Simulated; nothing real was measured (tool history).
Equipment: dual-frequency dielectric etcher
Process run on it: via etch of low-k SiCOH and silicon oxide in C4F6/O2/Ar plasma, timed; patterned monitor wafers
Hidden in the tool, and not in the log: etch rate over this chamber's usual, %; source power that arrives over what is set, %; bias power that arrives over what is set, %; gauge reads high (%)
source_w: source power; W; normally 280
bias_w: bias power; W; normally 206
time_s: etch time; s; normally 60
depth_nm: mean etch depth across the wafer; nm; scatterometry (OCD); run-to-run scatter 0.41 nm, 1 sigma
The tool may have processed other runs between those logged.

| run | day | source_w | bias_w | time_s | wafers since the last listed run | hours since the last wet clean | hours since the last source power generator calibration | hours since the last bias power generator calibration | hours since the last upper electrode change | hours since the gauge calibration | read-back reference wafer on the same gauge, depth_nm | depth_nm |
|---|---|---|---|---|---|---|---|---|---|---|---|---|
| 1 | 0 | 250 | 206 | 56.5 | 0 | 286.1 | 2433.2 | 2744.3 | 5266.7 | 372.2 | 127 | 138.5 |
| 2 | 1.046 | 250 | 206 | 56.5 | 383 | 311.2 | 2458.3 | 2769.4 | 5291.8 | 397.3 | 127 | 138.8 |
| 3 | 1.954 | 280 | 206 | 60 | 333 | 333 | 2480.1 | 2791.2 | 5313.6 | 419.1 | 126.9 | 152.3 |
| 4 | 3.329 | 320 | 206 | 60 | 504 | 366 | 2513.1 | 2824.2 | 5346.6 | 452.1 | 127.1 | 159.7 |
| 5 | 4.462 | 320 | 206 | 60 | 415 | 393.2 | 2540.3 | 2851.4 | 5373.8 | 479.3 | 127 | 159 |
| 6 | 5.671 | 320 | 206 | 60 | 443 | 422.2 | 2569.3 | 2880.4 | 5402.8 | 508.3 | 127 | 158.5 |
| 7 | 9.879 | 280 | 185 | 60 | 1544 | 523.2 | 2670.3 | 2981.4 | 5503.8 | 609.3 | 127.1 | 143.2 |
|  | 11.025 | gauge calibrated |
|  | 11.304 | bias power generator calibrated |
| 8 | 11.325 | 280 | 185 | 60 | 469 | 557.9 | 2705 | 0.5 | 5538.5 | 7.2 | 126.9 | 142.8 |
|  | 11.558 | source power generator calibrated |
| 9 | 12.054 | 280 | 185 | 60 | 206 | 575.4 | 11.9 | 18 | 5556 | 24.7 | 126.9 | 143 |
|  | 13.879 | wet clean of the chamber |
| 10 | 13.9 | 280 | 219 | 60 | 310 | 0.5 | 56.2 | 62.3 | 5600.3 | 69 | 126.9 | 161.6 |
|  | 14.983 | upper electrode replaced |
| 11 | 15.004 | 280 | 206 | 60 | 38 | 27 | 82.7 | 88.8 | 0.5 | 95.5 | 127 | 156.6 |
| 12 | 15.979 | 250 | 206 | 56.5 | 357 | 50.4 | 106.1 | 112.2 | 23.9 | 118.9 | 127 | 141.6 |
| 13 | 16.508 | 330 | 206 | 72 | 194 | 63.1 | 118.8 | 124.9 | 36.6 | 131.6 | 127 | 198.3 |
| 14 | 17.492 | 280 | 206 | 74 | 360 | 86.7 | 142.4 | 148.5 | 60.2 | 155.2 | 127 | 192.9 |
| 15 | 18.117 | 280 | 240 | 68 | 229 | 101.7 | 157.4 | 163.5 | 75.2 | 170.2 | 126.9 | 191.8 |
| 16 | 19.15 | 280 | 249 | 76 | 379 | 126.5 | 182.2 | 188.3 | 100 | 195 | 127 | 216.9 |
| 17 | 20.233 | 330 | 166 | 43 | 397 | 152.5 | 208.2 | 214.3 | 126 | 221 | 126.9 | 104.9 |
| 18 | 21.029 | 280 | 206 | 60 | 292 | 171.6 | 227.3 | 233.4 | 145.1 | 240.1 | 127.1 | 155.1 |
| 19 | 22.288 | 280 | 206 | 60 | 461 | 201.8 | 257.5 | 263.6 | 175.3 | 270.3 | 127 | 155.3 |
| 20 | 23.154 | 280 | 206 | 49 | 318 | 222.6 | 278.3 | 284.4 | 196.1 | 291.1 | 126.9 | 125.9 |
| 21 | 23.958 | 330 | 184 | 60 | 295 | 241.9 | 297.6 | 303.7 | 215.4 | 310.4 | 127 | 153.5 |
| 22 | 24.942 | 280 | 206 | 60 | 360 | 265.5 | 321.2 | 327.3 | 239 | 334 | 126.9 | 154.5 |
| 23 | 26.154 | 280 | 206 | 60 | 444 | 294.6 | 350.3 | 356.4 | 268.1 | 363.1 | 127 | 154.4 |

Each row is a separate what-if for the run after 23, all from the same tool condition, not one after another. Results?
| A | 26.171 | 280 | 206 | 60 | 6 | 295 | 350.7 | 356.8 | 268.5 | 363.5 | ? | ? |
| B | 26.171 | 240 | 224 | 60 | 6 | 295 | 350.7 | 356.8 | 268.5 | 363.5 | ? | ? |
| C | 26.171 | 220 | 226 | 67.5 | 6 | 295 | 350.7 | 356.8 | 268.5 | 363.5 | ? | ? |
| D | 26.171 | 280 | 206 | 71.5 | 6 | 295 | 350.7 | 356.8 | 268.5 | 363.5 | ? | ? |

| run | read-back reference wafer on the same gauge, depth_nm | depth_nm |
|---|---|---|
| A | 127 | 153.7 |
| B | 127 | 152.8 |
| C | 127 | 167.9 |
| D | 127 | 183.2 |
What these runs would have given with no unlogged condition in the tool:
| run | depth_nm |
|---|---|
| A | 155.7 |
| B | 154.7 |
| C | 170 |
| D | 185.5 |

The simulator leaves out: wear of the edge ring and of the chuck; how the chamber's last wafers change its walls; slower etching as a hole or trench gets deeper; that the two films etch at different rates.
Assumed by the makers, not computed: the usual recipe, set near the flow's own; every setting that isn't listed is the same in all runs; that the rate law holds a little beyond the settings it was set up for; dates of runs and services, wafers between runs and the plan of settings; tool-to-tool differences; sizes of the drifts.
